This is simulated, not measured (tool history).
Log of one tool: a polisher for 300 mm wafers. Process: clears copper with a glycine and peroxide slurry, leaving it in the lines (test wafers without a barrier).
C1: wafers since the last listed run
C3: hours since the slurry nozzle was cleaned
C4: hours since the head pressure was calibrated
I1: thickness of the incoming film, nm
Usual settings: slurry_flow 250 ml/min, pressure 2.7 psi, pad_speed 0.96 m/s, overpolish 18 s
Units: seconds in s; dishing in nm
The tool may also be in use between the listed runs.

run 1 hour=0 | slurry_flow=190 pressure=2.7 pad_speed=0.88 overpolish=18 | C1=0 wafers_polished_on_this_pad=5137 C3=533.6 C4=635.6 | I1=526.8 | seconds=137.1 dishing=34.3
run 2 hour=43.1 | slurry_flow=250 pressure=2.7 pad_speed=0.96 overpolish=18 | C1=283 wafers_polished_on_this_pad=5420 C3=576.7 C4=678.7 | I1=529.7 | seconds=127 dishing=34.8
-- hour=79.5 worn pad replaced by a new one
run 3 hour=100.8 | slurry_flow=250 pressure=2.7 pad_speed=0.96 overpolish=18 | C1=353 wafers_polished_on_this_pad=140 C3=634.4 C4=736.4 | I1=532.8 | seconds=114.6 dishing=37.9
run 4 hour=139.5 | slurry_flow=250 pressure=2.7 pad_speed=0.96 overpolish=18 | C1=254 wafers_polished_on_this_pad=395 C3=673.1 C4=775.1 | I1=523.7 | seconds=107.4 dishing=38.2
run 5 hour=182.5 | slurry_flow=250 pressure=2.7 pad_speed=0.96 overpolish=18 | C1=283 wafers_polished_on_this_pad=678 C3=716.1 C4=818.1 | I1=523.7 | seconds=107.9 dishing=38.7
run 6 hour=288 | slurry_flow=250 pressure=2.7 pad_speed=0.96 overpolish=18 | C1=694 wafers_polished_on_this_pad=1372 C3=821.6 C4=923.6 | I1=522 | seconds=111.2 dishing=37.2
run 7 hour=371.8 | slurry_flow=250 pressure=2.7 pad_speed=0.96 overpolish=18 | C1=551 wafers_polished_on_this_pad=1924 C3=905.4 C4=1007.4 | I1=521.4 | seconds=107.5 dishing=38.1
run 8 hour=453 | slurry_flow=250 pressure=2.7 pad_speed=0.96 overpolish=18 | C1=534 wafers_polished_on_this_pad=2459 C3=986.6 C4=1088.6 | I1=520.4 | seconds=107.6 dishing=39
-- hour=470 slurry nozzle cleaned
run 9 hour=519.5 | slurry_flow=250 pressure=2.7 pad_speed=0.96 overpolish=18 | C1=431 wafers_polished_on_this_pad=2890 C3=49.5 C4=1155.1 | I1=520.2 | seconds=115.9 dishing=37.6
run 10 hour=615.7 | slurry_flow=210 pressure=2.7 pad_speed=0.76 overpolish=18 | C1=633 wafers_polished_on_this_pad=3523 C3=145.7 C4=1251.3 | I1=527.4 | seconds=144.5 dishing=34.6
-- hour=843.3 head pressure recalibrated
run 11 hour=863.3 | slurry_flow=210 pressure=2.7 pad_speed=0.96 overpolish=18 | C1=1616 wafers_polished_on_this_pad=5140 C3=393.3 C4=20 | I1=533.6 | seconds=128.1 dishing=37.1
-- hour=935.8 worn pad replaced by a new one
run 12 hour=966.3 | slurry_flow=180 pressure=2.7 pad_speed=0.96 overpolish=15 | C1=651 wafers_polished_on_this_pad=200 C3=496.3 C4=123 | I1=531.1 | seconds=117.2 dishing=33.6
run 13 hour=1124.6 | slurry_flow=250 pressure=2.7 pad_speed=0.96 overpolish=18 | C1=1042 wafers_polished_on_this_pad=1243 C3=654.6 C4=281.3 | I1=526.1 | seconds=111.9 dishing=38.6
run 14 hour=1193.2 | slurry_flow=250 pressure=3.1 pad_speed=0.96 overpolish=18 | C1=451 wafers_polished_on_this_pad=1694 C3=723.2 C4=349.9 | I1=538 | seconds=104.2 dishing=39.8
run 15 hour=1308.8 | slurry_flow=250 pressure=2.7 pad_speed=0.96 overpolish=18 | C1=761 wafers_polished_on_this_pad=2455 C3=838.8 C4=465.5 | I1=529 | seconds=111.3 dishing=38.3
run 16 hour=1379.3 | slurry_flow=250 pressure=2.7 pad_speed=0.96 overpolish=12 | C1=464 wafers_polished_on_this_pad=2919 C3=909.3 C4=536 | I1=523 | seconds=109.7 dishing=30.1
-- hour=1454.3 slurry nozzle cleaned
run 17 hour=1477.8 | slurry_flow=250 pressure=2.5 pad_speed=0.96 overpolish=18 | C1=641 wafers_polished_on_this_pad=3561 C3=23.5 C4=634.5 | I1=530.3 | seconds=124.5 dishing=36.2
run 18 hour=1561.7 | slurry_flow=225 pressure=3.2 pad_speed=1.26 overpolish=23 | C1=552 wafers_polished_on_this_pad=4114 C3=107.4 C4=718.4 | I1=540.1 | seconds=83.7 dishing=47.1
run 19 hour=1651.6 | slurry_flow=180 pressure=3.2 pad_speed=0.96 overpolish=18 | C1=591 wafers_polished_on_this_pad=4706 C3=197.3 C4=808.3 | I1=531 | seconds=111.9 dishing=38.2
run 20 hour=1729.4 | slurry_flow=250 pressure=2.7 pad_speed=0.96 overpolish=18 | C1=512 wafers_polished_on_this_pad=5218 C3=275.1 C4=886.1 | I1=535.8 | seconds=122.9 dishing=36.4
-- hour=1771.8 worn pad replaced by a new one
run 21 hour=1836.2 | slurry_flow=250 pressure=2.7 pad_speed=0.96 overpolish=18 | C1=676 wafers_polished_on_this_pad=424 C3=381.9 C4=992.9 | I1=531.3 | seconds=107 dishing=38.8
run 22 hour=1885.8 | slurry_flow=250 pressure=2.4 pad_speed=0.84 overpolish=14 | C1=326 wafers_polished_on_this_pad=750 C3=431.5 C4=1042.5 | I1=536.9 | seconds=138 dishing=29.8
run 23 hour=1951 | slurry_flow=250 pressure=2.7 pad_speed=0.96 overpolish=18 | C1=429 wafers_polished_on_this_pad=1180 C3=496.7 C4=1107.7 | I1=534.2 | seconds=110.8 dishing=38.9
-- hour=2044.2 head pressure recalibrated
run 24 hour=2147.7 | slurry_flow=250 pressure=2.4 pad_speed=0.96 overpolish=25 | C1=1281 wafers_polished_on_this_pad=2461 C3=693.4 C4=103.5 | I1=540.6 | seconds=125.2 dishing=42.9
run 25 hour=2203.7 | slurry_flow=250 pressure=2.7 pad_speed=0.8 overpolish=28 | C1=368 wafers_polished_on_this_pad=2830 C3=749.4 C4=159.5 | I1=531.4 | seconds=135.1 dishing=45.2
-- hour=2241.9 slurry nozzle cleaned
run 26 hour=2301.4 | slurry_flow=305 pressure=2.2 pad_speed=1.1 overpolish=7 | C1=636 wafers_polished_on_this_pad=3467 C3=59.5 C4=257.2 | I1=534.2 | seconds=114.5 dishing=20.3
run 27 hour=2544.7 | slurry_flow=315 pressure=1.9 pad_speed=1.24 overpolish=11 | C1=1601 wafers_polished_on_this_pad=5069 C3=302.8 C4=500.5 | I1=527 | seconds=115.8 dishing=26.6
run 28 hour=2646.1 | slurry_flow=250 pressure=2.7 pad_speed=0.96 overpolish=18 | C1=667 wafers_polished_on_this_pad=5736 C3=404.2 C4=601.9 | I1=534.2 | seconds=127.7 dishing=35.9

Run 29 comes next. What will it give?
-- hour=2714.4 worn pad replaced by a new one
run 29 hour=2746.7 | slurry_flow=250 pressure=2.7 pad_speed=1.18 overpolish=15 | C1=635 wafers_polished_on_this_pad=212 C3=504.8 C4=702.5 | I1=525.9 | seconds=? dishing=?

{"run 29": {"seconds": 94.2, "dishing": 37.7}}
Without the tool's hidden state the same run would have given seconds 93.2 s, dishing 37.9 nm.
